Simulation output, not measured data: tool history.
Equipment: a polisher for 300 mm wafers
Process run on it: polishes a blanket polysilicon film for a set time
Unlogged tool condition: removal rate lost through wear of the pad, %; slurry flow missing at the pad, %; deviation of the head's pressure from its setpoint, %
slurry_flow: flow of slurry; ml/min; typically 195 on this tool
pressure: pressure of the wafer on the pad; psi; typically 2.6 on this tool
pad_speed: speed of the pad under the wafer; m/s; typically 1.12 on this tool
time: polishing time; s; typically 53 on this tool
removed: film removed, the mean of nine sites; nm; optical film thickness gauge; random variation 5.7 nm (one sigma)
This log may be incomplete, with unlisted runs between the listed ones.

run	hour	slurry_flow	pressure	pad_speed	time	wafers since the last listed run	wafers polished on this pad	hours since the slurry nozzle was cleaned	hours since the head pressure was calibrated	incoming thickness of the incoming film, nm	removed
1	0.0	195	2.6	1.30	53	0	1298	838.8	450.3	1894.5	382.9
# hour 1.1: worn pad replaced by a new one
2	8.0	195	2.4	0.86	53	84	84	846.8	458.3	1864.2	289.9
3	19.6	195	2.4	0.86	53	142	227	858.4	469.9	1909.7	281.3
4	37.0	195	2.9	1.12	63	214	441	875.8	487.3	1870.1	501.6
5	51.1	195	2.6	1.12	53	173	615	889.9	501.4	1864.3	375.7
6	63.5	195	2.6	1.26	53	152	768	902.3	513.8	1889.3	419.2
7	76.0	195	2.6	1.26	53	153	922	914.8	526.3	1923.6	399.6
8	89.7	175	2.6	1.12	44	168	1091	928.5	540.0	1897.1	294.9
# hour 101.5: worn pad replaced by a new one
9	106.7	175	2.6	1.12	44	160	63	945.5	557.0	1893.0	327.7
10	124.6	255	2.2	1.12	53	220	284	963.4	574.9	1920.3	335.3
11	135.4	195	2.6	1.46	53	133	417	974.2	585.7	1876.1	480.6
12	146.9	170	3.0	1.40	39	141	558	985.7	597.2	1854.4	374.8
# hour 155.7: head pressure recalibrated
13	160.8	195	2.6	1.12	53	146	705	999.6	5.1	1882.5	377.4
# hour 170.0: slurry nozzle cleaned
14	176.7	195	2.6	1.30	53	183	889	6.7	21.0	1879.6	423.9
15	193.8	195	2.6	1.12	53	210	1099	23.8	38.1	1878.4	358.4
# hour 208.6: worn pad replaced by a new one
16	215.0	145	1.8	1.12	43	211	79	45.0	59.3	1887.1	208.2
17	231.4	195	3.1	1.12	35	202	281	61.4	75.7	1859.2	297.2
18	246.4	175	2.6	1.12	53	184	466	76.4	90.7	1887.7	373.9
19	262.4	195	2.6	1.12	53	197	663	92.4	106.7	1928.7	380.4

The tool's hidden state at each run:
slurry flow missing at the pad, %: 0 on each run
deviation of the head's pressure from its setpoint, %: 0 on each run
H1: removal rate lost through wear of the pad, %
run	H1
1	9.99
2	0.466
3	0.712
4	1.5
5	2.52
6	3.69
7	5.12
8	7
9	0.0434
10	0.467
11	0.982
12	1.75
13	2.96
14	4.76
15	7.16
16	0.355
17	0.757
18	1.52
19	2.75
